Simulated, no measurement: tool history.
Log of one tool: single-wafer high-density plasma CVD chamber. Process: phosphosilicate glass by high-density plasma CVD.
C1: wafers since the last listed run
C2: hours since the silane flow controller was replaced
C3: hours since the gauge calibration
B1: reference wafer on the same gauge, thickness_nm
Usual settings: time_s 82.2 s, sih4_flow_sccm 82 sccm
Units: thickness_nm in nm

Run 1, hour 0: usual settings but sih4_flow_sccm 90 sccm; C1 0; C2 1269.1; C3 775.9; B1 670.406. Result: thickness_nm 723.121 nm.
Run 2, hour 98.4: usual settings but time_s 73.3 s; C1 1549; C2 1367.5; C3 874.3; B1 668.962. Result: thickness_nm 579.972 nm.
Run 3, hour 180.4: usual settings but time_s 73.3 s; C1 1291; C2 1449.5; C3 956.3; B1 668.165. Result: thickness_nm 581.24 nm.
Run 4, hour 220: usual settings but time_s 73.3 s; C1 623; C2 1489.1; C3 995.9; B1 667.699. Result: thickness_nm 582.041 nm.
Run 5, hour 312.4: usual settings but time_s 77.3 s; C1 1455; C2 1581.5; C3 1088.3; B1 666.037. Result: thickness_nm 608.057 nm.
Run 6, hour 399.2: usual settings but time_s 77.3 s; C1 1366; C2 1668.3; C3 1175.1; B1 665.133. Result: thickness_nm 607.381 nm.
Run 7, hour 486.9: usual settings but time_s 77.3 s; C1 1381; C2 1756; C3 1262.8; B1 665.048. Result: thickness_nm 612.179 nm.
Run 8, hour 568.1: usual settings; C1 1278; C2 1837.2; C3 1344; B1 664.365. Result: thickness_nm 652.663 nm.
Run 9, hour 655.3: usual settings; C1 1373; C2 1924.4; C3 1431.2; B1 663.561. Result: thickness_nm 648.714 nm.
Run 10, hour 709.3: usual settings but sih4_flow_sccm 95 sccm; C1 850; C2 1978.4; C3 1485.2; B1 663.482. Result: thickness_nm 743.426 nm.
Run 11, hour 755.3: usual settings but sih4_flow_sccm 95 sccm; C1 724; C2 2024.4; C3 1531.2; B1 662.862. Result: thickness_nm 745.182 nm.
Run 12, hour 808: usual settings but sih4_flow_sccm 95 sccm; C1 829; C2 2077.1; C3 1583.9; B1 662.771. Result: thickness_nm 748.951 nm.
Run 13, hour 878.2: usual settings; C1 1105; C2 2147.3; C3 1654.1; B1 662.412. Result: thickness_nm 646.44 nm.
Run 14, hour 962.4: usual settings; C1 1325; C2 2231.5; C3 1738.3; B1 662.12. Result: thickness_nm 649.589 nm.
Run 15, hour 1036.6: usual settings; C1 1168; C2 2305.7; C3 1812.5; B1 661.478. Result: thickness_nm 647.732 nm.
Run 16, hour 1088.8: usual settings but sih4_flow_sccm 76 sccm; C1 822; C2 2357.9; C3 1864.7; B1 662.062. Result: thickness_nm 602.539 nm.
Run 17, hour 1184.2: usual settings but sih4_flow_sccm 76 sccm; C1 1502; C2 2453.3; C3 1960.1; B1 662.338. Result: thickness_nm 600.941 nm.
At hour 1214.7: silane flow controller replaced.
Run 18, hour 1223: usual settings but time_s 73.1 s, sih4_flow_sccm 95 sccm; C1 485; C2 8.3; C3 1998.9; B1 661.029. Result: thickness_nm 665.901 nm.
Run 19, hour 1325.2: usual settings; C1 1609; C2 110.5; C3 2101.1; B1 661.176. Result: thickness_nm 642.688 nm.
Run 20, hour 1376.9: usual settings; C1 814; C2 162.2; C3 2152.8; B1 661.375. Result: thickness_nm 644.311 nm.
Run 21, hour 1452.5: usual settings but time_s 88.4 s; C1 1190; C2 237.8; C3 2228.4; B1 660.849. Result: thickness_nm 687.682 nm.
At hour 1476.9: gauge calibrated.
Run 22, hour 1553.5: usual settings; C1 1590; C2 338.8; C3 76.6; B1 690.032. Result: thickness_nm 673.548 nm.
Run 23, hour 1620.4: usual settings but sih4_flow_sccm 69 sccm; C1 1053; C2 405.7; C3 143.5; B1 687.212. Result: thickness_nm 562.986 nm.
Run 24, hour 1711.1: usual settings but time_s 92.7 s, sih4_flow_sccm 73 sccm; C1 1428; C2 496.4; C3 234.2; B1 684.07. Result: thickness_nm 670.638 nm.
Run 25, hour 1793: usual settings but time_s 92.6 s, sih4_flow_sccm 97 sccm; C1 1289; C2 578.3; C3 316.1; B1 682.119. Result: thickness_nm 879.472 nm.
Run 26, hour 1866.1: usual settings but time_s 88.8 s, sih4_flow_sccm 96 sccm; C1 1151; C2 651.4; C3 389.2; B1 678.754. Result: thickness_nm 845.195 nm.
Run 27, hour 1963.3: usual settings but sih4_flow_sccm 87 sccm; C1 1530; C2 748.6; C3 486.4; B1 677.198. Result: thickness_nm 700.475 nm.
Run 28, hour 2015.4: usual settings but time_s 67.9 s; C1 820; C2 800.7; C3 538.5; B1 676.451. Result: thickness_nm 546.339 nm.
Run 29, hour 2090.2: usual settings but time_s 76.3 s, sih4_flow_sccm 88 sccm; C1 1177; C2 875.5; C3 613.3; B1 673.696. Result: thickness_nm 655.088 nm.
Run 30, hour 2163: usual settings but time_s 67 s, sih4_flow_sccm 73 sccm; C1 1146; C2 948.3; C3 686.1; B1 672.976. Result: thickness_nm 478.78 nm.
Run 31, hour 2260: usual settings but time_s 67.2 s; C1 1527; C2 1045.3; C3 783.1; B1 671.866. Result: thickness_nm 536.876 nm.
Run 32, hour 2324.9: usual settings but time_s 72.5 s, sih4_flow_sccm 98 sccm; C1 1022; C2 1110.2; C3 848; B1 670.623. Result: thickness_nm 696.113 nm.
Run 33, hour 2432.9: usual settings but time_s 70.8 s, sih4_flow_sccm 94 sccm; C1 1700; C2 1218.2; C3 956; B1 669.836. Result: thickness_nm 646.103 nm.
Run 34, hour 2483.9: usual settings but time_s 88.4 s, sih4_flow_sccm 89 sccm; C1 803; C2 1269.2; C3 1007; B1 668.623. Result: thickness_nm 761.777 nm.
Run 35, hour 2543.5: usual settings; C1 938; C2 1328.8; C3 1066.6; B1 668.586. Result: thickness_nm 650.58 nm.
Run 36, hour 2630.8: usual settings but time_s 73 s, sih4_flow_sccm 66 sccm; C1 1374; C2 1416.1; C3 1153.9; B1 667.334. Result: thickness_nm 466.287 nm.

Measured less the same run without the tool's hidden state. The same run-to-run variation is in both; the gauge's scatter may not be:
The hidden state here: delivered silane flow above the setpoint (%); gauge reads high (%).
run  thickness_nm
  1        -25.98
  2       -22.053
  3       -22.998
  4       -23.428
  5       -25.362
  6       -26.069
  7       -26.937
  8         -29.3
  9       -29.675
 10       -34.362
 11       -34.726
 12       -35.205
 13       -30.707
 14       -31.203
 15       -31.385
 16       -29.358
 17       -29.548
 18       -32.852
 19        -31.96
 20       -32.155
 21       -34.484
 22        -4.436
 23        -5.797
 24        -9.949
 25       -16.261
 26       -18.113
 27       -17.456
 28       -14.538
 29       -18.892
 30       -14.746
 31       -17.784
 32       -24.028
 33       -23.632
 34       -28.526
 35       -24.975
 36       -18.481

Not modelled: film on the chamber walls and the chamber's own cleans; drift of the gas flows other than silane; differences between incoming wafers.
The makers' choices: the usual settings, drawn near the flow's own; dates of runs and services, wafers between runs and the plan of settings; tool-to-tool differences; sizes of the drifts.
